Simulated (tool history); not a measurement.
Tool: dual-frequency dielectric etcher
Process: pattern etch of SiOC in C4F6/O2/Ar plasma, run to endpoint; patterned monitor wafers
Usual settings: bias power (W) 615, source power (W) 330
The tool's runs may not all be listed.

run	hour	bias power (W)	source power (W)	wafers since the last listed run	hours since the last wet clean	hours since the last bias power generator calibration	hours since the last source power generator calibration	hours since the last upper electrode change	incoming incoming film thickness, nm	endpoint time (s)
1	0.0	503	310	0	141.8	2068.7	2561.0	2807.7	51.4	19.2
2	17.8	503	310	384	159.6	2086.5	2578.8	2825.5	51.5	19.1
3	34.5	615	290	360	176.3	2103.2	2595.5	2842.2	51.9	18.4
4	68.5	615	390	733	210.3	2137.2	2629.5	2876.2	51.6	16.4
5	82.9	615	390	310	224.7	2151.6	2643.9	2890.6	51.4	16.2
6	100.5	501	330	379	242.3	2169.2	2661.5	2908.2	51.9	18.9
7	162.3	663	380	1333	304.1	2231.0	2723.3	2970.0	51.5	16.0
8	182.8	663	380	442	324.6	2251.5	2743.8	2990.5	51.4	15.7
9	215.6	615	380	707	357.4	2284.3	2776.6	3023.3	51.8	16.2
10	248.1	615	270	701	389.9	2316.8	2809.1	3055.8	51.4	18.3
11	279.6	715	330	679	421.4	2348.3	2840.6	3087.3	51.6	15.9
# hour 302.8: source power generator calibrated
# hour 312.3: wet clean of the chamber
# hour 314.6: upper electrode replaced
12	315.1	615	330	424	2.8	2383.8	12.3	0.5	50.7	17.6
13	339.1	615	310	517	26.8	2407.8	36.3	24.5	51.3	18.1
14	358.4	503	310	416	46.1	2427.1	55.6	43.8	51.2	19.2
15	393.8	558	290	763	81.5	2462.5	91.0	79.2	51.3	19.2
# hour 406.0: bias power generator calibrated
16	406.3	530	360	183	94.0	0.3	103.5	91.7	51.5	17.9
17	474.3	655	330	1467	162.0	68.3	171.5	159.7	51.6	17.0
18	508.0	723	300	727	195.7	102.0	205.2	193.4	51.4	16.8
19	539.3	744	280	675	227.0	133.3	236.5	224.7	51.4	17.1
20	554.3	615	280	323	242.0	148.3	251.5	239.7	51.7	18.6

Forecast each of these 4 alternatives for the next run:
A	554.7	615	330	8	242.4	148.7	251.9	240.1	51.5	?
B	554.7	487	250	8	242.4	148.7	251.9	240.1	51.5	?
C	554.7	688	330	8	242.4	148.7	251.9	240.1	51.5	?
D	554.7	536	280	8	242.4	148.7	251.9	240.1	51.5	?

run	endpoint time (s)
A	17.1
B	20.8
C	16.5
D	19.2
Without the tool's hidden state the same runs would have given:
run	endpoint time (s)
A	17.8
B	21.6
C	17.1
D	19.9
